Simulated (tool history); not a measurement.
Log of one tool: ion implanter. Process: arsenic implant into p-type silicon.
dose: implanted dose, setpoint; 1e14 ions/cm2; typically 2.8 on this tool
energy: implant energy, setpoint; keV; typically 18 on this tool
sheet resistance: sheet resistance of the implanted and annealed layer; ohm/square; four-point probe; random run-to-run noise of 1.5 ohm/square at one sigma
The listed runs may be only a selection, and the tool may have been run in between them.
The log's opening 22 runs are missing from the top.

run    hour  dose  energy  read-back reference wafer on the same gauge, sheet resistance  sheet resistance
 23    1211  2.36      16                                                         300.01            334.01
 24  1258.1   2.8      18                                                         299.03            289.78
 25  1288.2   2.8      18                                                         300.25            289.75
 26  1333.6  3.25    23.5                                                         299.54            250.52
 27  1373.9  3.25      12                                                         299.48            267.83
 28  1421.1   2.8      18                                                         299.91            287.19
 29  1471.5  1.99      18                                                         299.73            377.82
 30  1583.9   3.5      18                                                         300.31            243.48
 31  1667.3   2.8      18                                                         298.98            287.83

Each row is a separate what-if for the run after 31, all from the same tool condition, not one after another. Results?
  A  1667.7   2.8      18                                                              ?                 ?
  B  1667.7  3.06      20                                                              ?                 ?
  C  1667.7   2.5    23.5                                                              ?                 ?

run  read-back reference wafer on the same gauge, sheet resistance  sheet resistance
  A                                                         300.03            289.41
  B                                                         300.03            267.15
  C                                                         300.03             305.6
Without the tool's unlogged condition, the same runs would have read:
run  sheet resistance
  A            289.41
  B            267.15
  C             305.6
